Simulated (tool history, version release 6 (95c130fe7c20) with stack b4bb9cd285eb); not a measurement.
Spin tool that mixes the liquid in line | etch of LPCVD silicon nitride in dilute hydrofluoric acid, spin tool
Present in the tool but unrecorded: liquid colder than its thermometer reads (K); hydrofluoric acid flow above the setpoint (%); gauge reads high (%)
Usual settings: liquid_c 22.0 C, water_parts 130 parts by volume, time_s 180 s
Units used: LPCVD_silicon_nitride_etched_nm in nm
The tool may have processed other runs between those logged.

run,hour,liquid_c,water_parts,time_s,wafers since the last listed run,hours since the thermometer was replaced,hours since the hydrofluoric acid flow meter was replaced,hours since the gauge calibration,"read-back film thickness of the LPCVD silicon nitride reference wafer, read on the same gauge (nm)",LPCVD_silicon_nitride_etched_nm
1,0.0,22.0,130,180,0,334.0,705.1,386.4,60.025,0.646
2,47.6,22.0,130,180,306,381.6,752.7,434.0,59.963,0.687
3,89.3,22.0,130,180,268,423.3,794.4,475.7,60.044,0.680
4,154.7,22.0,130,180,421,488.7,859.8,541.1,59.974,0.664
5,209.1,22.0,155,180,350,543.1,914.2,595.5,59.985,0.548
6,258.3,22.0,155,180,317,592.3,963.4,644.7,60.012,0.549
7,293.8,22.0,130,180,228,627.8,998.9,680.2,59.967,0.645
# hour 327.1: gauge calibrated
8,487.7,19.5,180,105,1249,821.7,1192.8,160.6,60.040,0.249
# hour 489.3: thermometer replaced
# hour 492.2: hydrofluoric acid flow meter replaced
9,514.6,24.5,85,180,160,25.3,22.4,187.5,60.006,1.231
10,639.2,22.0,130,270,802,149.9,147.0,312.1,59.978,0.998
11,666.5,22.0,130,180,175,177.2,174.3,339.4,60.011,0.717
12,727.3,22.0,160,180,391,238.0,235.1,400.2,60.002,0.564
13,781.2,22.0,130,180,347,291.9,289.0,454.1,60.001,0.655
14,840.4,25.0,105,120,381,351.1,348.2,513.3,59.998,0.686

Describe how what the log doesn't record of the tool's condition differs between the last listed run preceding each entry between runs and the first listed run following it.
Between runs 7 and 8: gauge calibrated (hour 327.1)
  no difference in the tool's unlogged condition between these two runs
Between runs 8 and 9: thermometer replaced (hour 489.3); hydrofluoric acid flow meter replaced (hour 492.2)
  no difference in the tool's unlogged condition between these two runs
